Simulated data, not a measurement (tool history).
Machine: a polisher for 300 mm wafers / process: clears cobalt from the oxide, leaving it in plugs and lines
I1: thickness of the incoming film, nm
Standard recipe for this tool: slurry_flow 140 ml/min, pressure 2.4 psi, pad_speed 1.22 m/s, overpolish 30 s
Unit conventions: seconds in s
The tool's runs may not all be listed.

{"run": 1, "hour": 0.0, "slurry_flow": 140, "pressure": 2.4, "pad_speed": 1.22, "overpolish": 30, "I1": 298.7, "seconds": 34.7}
{"hour": 7.9, "done": "worn pad replaced by a new one"}
{"run": 2, "hour": 20.6, "slurry_flow": 140, "pressure": 2.4, "pad_speed": 1.22, "overpolish": 30, "I1": 300, "seconds": 35.1}
{"run": 3, "hour": 58.5, "slurry_flow": 140, "pressure": 2.4, "pad_speed": 1.22, "overpolish": 30, "I1": 297.4, "seconds": 34.1}
{"run": 4, "hour": 88.6, "slurry_flow": 140, "pressure": 2.4, "pad_speed": 1.22, "overpolish": 30, "I1": 299, "seconds": 34.6}
{"run": 5, "hour": 107.7, "slurry_flow": 140, "pressure": 2.4, "pad_speed": 1.44, "overpolish": 30, "I1": 300.4, "seconds": 30.3}
{"run": 6, "hour": 129.1, "slurry_flow": 140, "pressure": 1.8, "pad_speed": 1.22, "overpolish": 19, "I1": 297.6, "seconds": 46.1}
{"hour": 197.3, "done": "worn pad replaced by a new one"}
{"run": 7, "hour": 229.1, "slurry_flow": 140, "pressure": 2.4, "pad_speed": 1.22, "overpolish": 30, "I1": 301, "seconds": 35.3}
{"run": 8, "hour": 248.7, "slurry_flow": 140, "pressure": 2.4, "pad_speed": 1.22, "overpolish": 30, "I1": 299.8, "seconds": 35.6}
{"run": 9, "hour": 269.1, "slurry_flow": 140, "pressure": 2.4, "pad_speed": 1.22, "overpolish": 30, "I1": 296.5, "seconds": 35.4}
{"hour": 297.6, "done": "slurry nozzle cleaned"}
{"run": 10, "hour": 302.7, "slurry_flow": 140, "pressure": 2.4, "pad_speed": 1.22, "overpolish": 30, "I1": 302, "seconds": 32.3}
{"run": 11, "hour": 330.8, "slurry_flow": 140, "pressure": 2.4, "pad_speed": 1.22, "overpolish": 30, "I1": 304.4, "seconds": 32.3}
{"run": 12, "hour": 364.0, "slurry_flow": 105, "pressure": 2.4, "pad_speed": 1.34, "overpolish": 30, "I1": 299.2, "seconds": 32}
{"run": 13, "hour": 381.4, "slurry_flow": 105, "pressure": 2.4, "pad_speed": 1.34, "overpolish": 30, "I1": 299, "seconds": 32}
{"hour": 399.0, "done": "worn pad replaced by a new one"}
{"run": 14, "hour": 400.4, "slurry_flow": 105, "pressure": 2.4, "pad_speed": 1.34, "overpolish": 30, "I1": 303.7, "seconds": 32.3}
{"run": 15, "hour": 433.8, "slurry_flow": 140, "pressure": 2.4, "pad_speed": 1.22, "overpolish": 30, "I1": 298.6, "seconds": 30.9}
{"run": 16, "hour": 459.7, "slurry_flow": 160, "pressure": 2.4, "pad_speed": 1.22, "overpolish": 30, "I1": 303.2, "seconds": 32.4}

Expected results for the next run?
{"run": 17, "hour": 482.4, "slurry_flow": 180, "pressure": 1.6, "pad_speed": 1.4, "overpolish": 21, "I1": 297, "seconds": "?"}

{"run 17": {"seconds": 39.9}}
With no hidden state in the tool, this same run would have given seconds 43.7 s.
